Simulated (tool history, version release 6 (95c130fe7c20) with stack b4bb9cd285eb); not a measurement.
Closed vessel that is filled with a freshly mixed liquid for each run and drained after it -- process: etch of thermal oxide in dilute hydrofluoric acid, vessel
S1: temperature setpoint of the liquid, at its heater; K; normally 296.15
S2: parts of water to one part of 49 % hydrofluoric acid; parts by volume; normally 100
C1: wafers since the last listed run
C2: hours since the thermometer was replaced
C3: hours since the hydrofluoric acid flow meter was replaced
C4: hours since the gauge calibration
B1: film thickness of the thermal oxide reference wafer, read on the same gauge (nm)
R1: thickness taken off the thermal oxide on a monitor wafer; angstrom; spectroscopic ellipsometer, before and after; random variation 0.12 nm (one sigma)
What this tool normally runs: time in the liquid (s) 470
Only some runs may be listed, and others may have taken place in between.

run 1 hour=0 | S1=296.15 S2=100 time_in_the_liquid_(s)=545 | C1=0 C2=2317 C3=833.8 C4=2.3 | B1=150 | R1=205.2
run 2 hour=13 | S1=296.15 S2=100 time_in_the_liquid_(s)=470 | C1=848 C2=2330 C3=846.8 C4=15.3 | B1=150 | R1=179
run 3 hour=30.5 | S1=296.15 S2=85 time_in_the_liquid_(s)=355 | C1=1142 C2=2347.5 C3=864.3 C4=32.8 | B1=150 | R1=160.2
run 4 hour=42.1 | S1=296.15 S2=100 time_in_the_liquid_(s)=470 | C1=757 C2=2359.1 C3=875.9 C4=44.4 | B1=149.99 | R1=175.7
run 5 hour=54.2 | S1=296.15 S2=100 time_in_the_liquid_(s)=470 | C1=790 C2=2371.2 C3=888 C4=56.5 | B1=150 | R1=175.9
run 6 hour=63.4 | S1=296.15 S2=100 time_in_the_liquid_(s)=470 | C1=600 C2=2380.4 C3=897.2 C4=65.7 | B1=150.01 | R1=175.6
run 7 hour=76.4 | S1=296.15 S2=100 time_in_the_liquid_(s)=470 | C1=848 C2=2393.4 C3=910.2 C4=78.7 | B1=150.02 | R1=176.2
run 8 hour=85.3 | S1=296.15 S2=100 time_in_the_liquid_(s)=560 | C1=581 C2=2402.3 C3=919.1 C4=87.6 | B1=149.98 | R1=209.4
run 9 hour=93.4 | S1=296.15 S2=100 time_in_the_liquid_(s)=560 | C1=528 C2=2410.4 C3=927.2 C4=95.7 | B1=149.99 | R1=209.7
-- hour=103.4 hydrofluoric acid flow meter replaced
run 10 hour=103.9 | S1=300.15 S2=100 time_in_the_liquid_(s)=470 | C1=620 C2=2420.9 C3=0.5 C4=106.2 | B1=149.98 | R1=226.4
run 11 hour=115.4 | S1=293.15 S2=125 time_in_the_liquid_(s)=470 | C1=750 C2=2432.4 C3=12 C4=117.7 | B1=149.99 | R1=133.4
run 12 hour=122.1 | S1=292.15 S2=70 time_in_the_liquid_(s)=595 | C1=437 C2=2439.1 C3=18.7 C4=124.4 | B1=150 | R1=311.1
run 13 hour=131.7 | S1=294.65 S2=120 time_in_the_liquid_(s)=310 | C1=626 C2=2448.7 C3=28.3 C4=134 | B1=150 | R1=99.2
-- hour=137 thermometer replaced
run 14 hour=141.3 | S1=293.15 S2=100 time_in_the_liquid_(s)=595 | C1=561 C2=4.3 C3=37.9 C4=143.6 | B1=150 | R1=218.3
run 15 hour=158.4 | S1=296.15 S2=100 time_in_the_liquid_(s)=470 | C1=1116 C2=21.4 C3=55 C4=160.7 | B1=150.01 | R1=195
-- hour=166.6 gauge calibrated
run 16 hour=173.7 | S1=296.15 S2=100 time_in_the_liquid_(s)=255 | C1=999 C2=36.7 C3=70.3 C4=7.1 | B1=150.01 | R1=103.8
run 17 hour=183 | S1=292.65 S2=60 time_in_the_liquid_(s)=735 | C1=607 C2=46 C3=79.6 C4=16.4 | B1=149.99 | R1=460.6
run 18 hour=200.8 | S1=294.15 S2=70 time_in_the_liquid_(s)=470 | C1=1162 C2=63.8 C3=97.4 C4=34.2 | B1=150 | R1=264.4
run 19 hour=213.4 | S1=296.15 S2=100 time_in_the_liquid_(s)=470 | C1=822 C2=76.4 C3=110 C4=46.8 | B1=150.01 | R1=193.1

Here are 3 independent what-if runs from the current tool condition. What would each one return?
run A hour=214.2 | S1=296.15 S2=100 time_in_the_liquid_(s)=305 | C1=52 C2=77.2 C3=110.8 C4=47.6 | B1=? | R1=?
run B hour=214.2 | S1=296.15 S2=125 time_in_the_liquid_(s)=665 | C1=52 C2=77.2 C3=110.8 C4=47.6 | B1=? | R1=?
run C hour=214.2 | S1=293.15 S2=60 time_in_the_liquid_(s)=310 | C1=52 C2=77.2 C3=110.8 C4=47.6 | B1=? | R1=?

run=A B1=149.99 R1=125.6
run=B B1=149.99 R1=212.7
run=C B1=149.99 R1=197.6
With no hidden state in the tool, these same runs would have given:
run=A R1=128.6
run=B R1=217.9
run=C R1=202.1

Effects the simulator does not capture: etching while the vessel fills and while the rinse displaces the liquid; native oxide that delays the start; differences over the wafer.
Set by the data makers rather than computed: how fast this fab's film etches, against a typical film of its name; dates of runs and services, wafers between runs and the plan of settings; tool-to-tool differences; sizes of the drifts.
